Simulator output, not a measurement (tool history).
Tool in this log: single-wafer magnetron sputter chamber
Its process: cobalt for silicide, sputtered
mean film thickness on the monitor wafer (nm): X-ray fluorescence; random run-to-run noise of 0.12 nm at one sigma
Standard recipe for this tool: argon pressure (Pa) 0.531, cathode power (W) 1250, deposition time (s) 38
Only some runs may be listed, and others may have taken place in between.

run,hour,argon pressure (Pa),cathode power (W),deposition time (s),wafers since the last listed run,wafers on the sputter target,hours since the last manometer calibration,hours since the magnet pack was replaced,hours since the gauge calibration,"read-back reference wafer on the same gauge, thickness_nm",mean film thickness on the monitor wafer (nm)
1,0,0.531,1250,38,0,1121,2410.6,8780.4,47,23.053,20.875
2,17.5,0.531,1250,38,282,1404,2428.1,8797.9,64.5,22.961,20.9
3,31.9,0.531,1250,38,232,1637,2442.5,8812.3,78.9,23.03,20.679
4,49.3,0.531,1250,38,281,1918,2459.9,8829.7,96.3,23.036,20.72
5,61.3,0.531,1250,38,193,2112,2471.9,8841.7,108.3,22.998,20.574
6,76.2,0.531,1250,38,240,2352,2486.8,8856.6,123.2,22.991,20.407
7,89.2,0.531,1250,38,210,2563,2499.8,8869.6,136.2,22.992,20.369
8,97.2,0.383,1250,38,129,2692,2507.8,8877.6,144.2,23.028,21.357
9,104,0.383,1250,38,109,2802,2514.6,8884.4,151,23.017,21.6
10,113.6,0.383,1250,38,155,2957,2524.2,8894,160.6,23.027,21.625
11,123.9,0.531,1250,32.2,166,3123,2534.5,8904.3,170.9,23.009,17.218
12,136.9,0.531,1250,32.2,210,3333,2547.5,8917.3,183.9,23.033,17.054
# hour 147.7: sputter target and shields replaced
13,148.2,0.531,1250,42.8,53,7,2558.8,8928.6,195.2,22.942,24.139
14,153.2,0.531,1250,38,80,88,2563.8,8933.6,200.2,22.966,21.344
15,164.4,0.618,1500,38,180,269,2575,8944.8,211.4,22.998,24.042
16,172.2,0.531,1250,38,126,395,2582.8,8952.6,219.2,22.996,21.442
17,178.6,0.531,1000,35.4,103,499,2589.2,8959,225.6,22.995,16.694
# hour 187: gauge calibrated
# hour 201.5: magnet pack replaced, of another model than before
18,202,0.717,1250,41.2,248,748,2612.6,0.5,15,23.033,20.378
19,207.9,0.531,1250,38,95,843,2618.5,6.4,20.9,22.974,21.147
20,216.4,0.657,1250,38,137,980,2627,14.9,29.4,22.999,19.557
# hour 234: capacitance manometer re-zeroed and calibrated
21,234.5,0.531,1500,35.4,163,1143,0.5,33,47.5,22.983,22.855
22,246.7,0.399,1500,38,197,1341,12.7,45.2,59.7,23.007,26.487
23,261.4,0.637,1050,35.7,237,1578,27.4,59.9,74.4,22.995,15.921
24,270.9,0.735,1250,35.8,153,1732,36.9,69.4,83.9,23.011,17.246
25,284.9,0.531,1050,38,226,1958,50.9,83.4,97.9,23.027,18.055
26,292.3,0.531,1250,38,119,2078,58.3,90.8,105.3,22.971,20.704
27,324.7,0.531,1250,38,523,2601,90.7,123.2,137.7,22.989,20.601

Forecast each of these 3 alternatives for the next run:
A,325.1,0.531,1250,40.6,6,2608,91.1,123.6,138.1,?,?
B,325.1,0.531,1500,44.9,6,2608,91.1,123.6,138.1,?,?
C,325.1,0.646,1250,38,6,2608,91.1,123.6,138.1,?,?

run,"read-back reference wafer on the same gauge, thickness_nm",mean film thickness on the monitor wafer (nm)
A,23.004,22.052
B,23.004,28.364
C,23.004,19.203
With no hidden state in the tool, these same runs would have given:
run,mean film thickness on the monitor wafer (nm)
A,23.042
B,29.638
C,20.065
